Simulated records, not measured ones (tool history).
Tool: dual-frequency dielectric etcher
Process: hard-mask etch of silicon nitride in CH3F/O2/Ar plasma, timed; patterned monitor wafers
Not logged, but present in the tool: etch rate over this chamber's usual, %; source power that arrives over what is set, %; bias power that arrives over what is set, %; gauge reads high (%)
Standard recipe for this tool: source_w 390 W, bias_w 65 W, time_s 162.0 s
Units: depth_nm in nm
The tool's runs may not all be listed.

run,hour,source_w,bias_w,time_s,wafers since the last listed run,hours since the last wet clean,hours since the last source power generator calibration,hours since the last bias power generator calibration,hours since the last upper electrode change,hours since the gauge calibration,"read-back reference wafer on the same gauge, depth_nm",depth_nm
1,0.0,390,65,125.5,0,14.0,4811.4,1513.2,3472.0,869.9,138.9,90.1
2,45.3,330,65,162.0,403,59.3,4856.7,1558.5,3517.3,915.2,138.9,109.9
3,73.4,330,65,162.0,250,87.4,4884.8,1586.6,3545.4,943.3,139.1,108.5
4,100.9,330,65,162.0,244,114.9,4912.3,1614.1,3572.9,970.8,139.2,109.4
5,129.2,390,65,151.0,252,143.2,4940.6,1642.4,3601.2,999.1,139.0,109.4
6,160.3,390,65,151.0,276,174.3,4971.7,1673.5,3632.3,1030.2,139.1,110.7
7,187.5,390,65,151.0,242,201.5,4998.9,1700.7,3659.5,1057.4,139.0,110.1
8,250.9,390,65,162.0,564,264.9,5062.3,1764.1,3722.9,1120.8,138.9,118.8
9,321.9,390,65,162.0,632,335.9,5133.3,1835.1,3793.9,1191.8,139.2,121.3
10,372.1,390,65,162.0,447,386.1,5183.5,1885.3,3844.1,1242.0,138.8,121.5
# hour 446.2: wet clean of the chamber
11,446.7,390,65,162.0,450,0.5,5258.1,1959.9,3918.7,1316.6,139.0,115.0
12,493.2,390,65,162.0,414,47.0,5304.6,2006.4,3965.2,1363.1,138.7,115.6
13,532.6,390,65,162.0,350,86.4,5344.0,2045.8,4004.6,1402.5,139.3,116.5
# hour 570.0: source power generator calibrated
14,599.4,390,58,162.0,559,153.2,29.4,2112.6,4071.4,1469.3,139.2,113.8
# hour 630.8: upper electrode replaced
15,636.8,390,65,151.0,119,190.6,66.8,2150.0,6.0,1506.7,138.8,109.6
16,694.4,390,65,162.0,512,248.2,124.4,2207.6,63.6,1564.3,138.8,119.0
# hour 737.5: gauge calibrated
17,748.4,390,75,162.0,480,302.2,178.4,2261.6,117.6,10.9,138.9,124.0
18,808.9,390,65,151.0,538,362.7,238.9,2322.1,178.1,71.4,139.4,111.2
# hour 851.0: bias power generator calibrated
# hour 875.8: wet clean of the chamber
19,877.2,390,72,162.0,358,1.4,307.2,26.2,246.4,139.7,138.8,118.8
20,923.0,330,65,202.5,407,47.2,353.0,72.0,292.2,185.5,138.9,135.3
21,976.1,390,60,162.0,472,100.3,406.1,125.1,345.3,238.6,138.6,114.2
22,1005.4,310,73,181.5,260,129.6,435.4,154.4,374.6,267.9,138.7,122.4
23,1068.6,390,57,162.0,562,192.8,498.6,217.6,437.8,331.1,138.9,114.9
24,1129.8,390,65,162.0,544,254.0,559.8,278.8,499.0,392.3,138.7,118.7
25,1157.5,390,65,194.5,246,281.7,587.5,306.5,526.7,420.0,139.1,144.3
26,1228.1,390,56,162.0,628,352.3,658.1,377.1,597.3,490.6,139.2,116.2
27,1288.4,390,65,162.0,536,412.6,718.4,437.4,657.6,550.9,138.9,122.2
# hour 1320.5: wet clean of the chamber
28,1336.3,460,56,136.5,212,15.8,766.3,485.3,705.5,598.8,139.0,103.7
29,1402.8,390,65,151.0,592,82.3,832.8,551.8,772.0,665.3,139.1,111.3

Hidden state or all else? Some run-to-run changes of depth_nm, split into what the settings, what came in and random variation would give without the hidden state, and what is left for the hidden state (with any gauge scatter that isn't in both results):
Run 10 -> 11: wet clean of the chamber. depth_nm -6.5 nm: hidden state -5.7, all else -0.8.
Run 18 -> 19: bias_w 65 -> 72, time_s 151.0 -> 162.0, bias power generator calibrated, wet clean of the chamber. depth_nm +7.6 nm: hidden state -4.3, all else +11.9.
Run 24 -> 25: time_s 162.0 -> 194.5. depth_nm +25.6 nm: hidden state +0.9, all else +24.7.
Run 25 -> 26: bias_w 65 -> 56, time_s 194.5 -> 162.0. depth_nm -28.1 nm: hidden state +0.2, all else -28.3.
